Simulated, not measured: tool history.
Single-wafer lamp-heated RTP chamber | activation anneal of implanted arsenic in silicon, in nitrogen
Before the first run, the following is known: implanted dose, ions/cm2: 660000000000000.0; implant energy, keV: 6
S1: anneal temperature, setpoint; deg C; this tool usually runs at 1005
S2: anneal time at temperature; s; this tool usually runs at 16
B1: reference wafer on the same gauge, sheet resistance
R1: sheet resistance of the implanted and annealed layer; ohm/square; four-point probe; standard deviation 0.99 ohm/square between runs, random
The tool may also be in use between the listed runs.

Run 1, hour 0.0: usual settings; B1 212.08. Result: R1 194.99 ohm/square.
Run 2, hour 45.8: usual settings but S1 1022 deg C; B1 212.12. Result: R1 182.95 ohm/square.
At hour 88.3: pyrometer window cleaned and pyrometer calibrated.
Run 3, hour 99.7: usual settings; B1 212.03. Result: R1 192.94 ohm/square.
Run 4, hour 134.3: usual settings; B1 212.01. Result: R1 190.92 ohm/square.
At hour 242.8: gauge calibrated.
Run 5, hour 265.3: usual settings; B1 211.94. Result: R1 193.22 ohm/square.
At hour 313.6: reflector plate cleaned.
At hour 314.1: pyrometer window cleaned and pyrometer calibrated.
Run 6, hour 319.3: usual settings; B1 211.60. Result: R1 192.02 ohm/square.
Run 7, hour 348.7: usual settings; B1 211.32. Result: R1 191.77 ohm/square.
Run 8, hour 388.1: usual settings but S1 988 deg C, S2 11 s; B1 211.99. Result: R1 211.54 ohm/square.
Run 9, hour 431.3: usual settings but S1 1026 deg C, S2 7 s; B1 212.09. Result: R1 201.62 ohm/square.
Run 10, hour 529.8: usual settings but S1 990 deg C, S2 20 s; B1 212.04. Result: R1 195.95 ohm/square.
At hour 539.3: pyrometer window cleaned and pyrometer calibrated.
Run 11, hour 573.4: usual settings but S1 979 deg C, S2 8 s; B1 211.88. Result: R1 224.32 ohm/square.
Run 12, hour 643.8: usual settings but S1 993 deg C, S2 11 s; B1 211.49. Result: R1 209.05 ohm/square.
At hour 672.9: gauge calibrated.
Run 13, hour 712.1: usual settings; B1 211.87. Result: R1 193.30 ohm/square.
At hour 749.1: reflector plate cleaned.
At hour 766.5: pyrometer window cleaned and pyrometer calibrated.
Run 14, hour 767.0: usual settings; B1 212.01. Result: R1 192.21 ohm/square.
Run 15, hour 849.9: usual settings; B1 212.49. Result: R1 194.00 ohm/square.

Branching from run 15: 5 alternative next runs. What would each branch give?
Run A, hour 850.3: usual settings; B1 ?. Result: R1 ?.
Run B, hour 850.3: usual settings but S1 995 deg C, S2 21 s; B1 ?. Result: R1 ?.
Run C, hour 850.3: usual settings but S1 997 deg C, S2 7 s; B1 ?. Result: R1 ?.
Run D, hour 850.3: usual settings but S2 10 s; B1 ?. Result: R1 ?.
Run E, hour 850.3: usual settings but S1 1029 deg C, S2 8 s; B1 ?. Result: R1 ?.

run      B1      R1
  A  211.59  193.13
  B  211.59  192.80
  C  211.59  217.28
  D  211.59  204.23
  E  211.59  195.26
The same runs, with their run-to-run variation unchanged, on a tool lacking any hidden condition would have given:
run      R1
  A  193.13
  B  192.80
  C  217.28
  D  204.23
  E  195.26
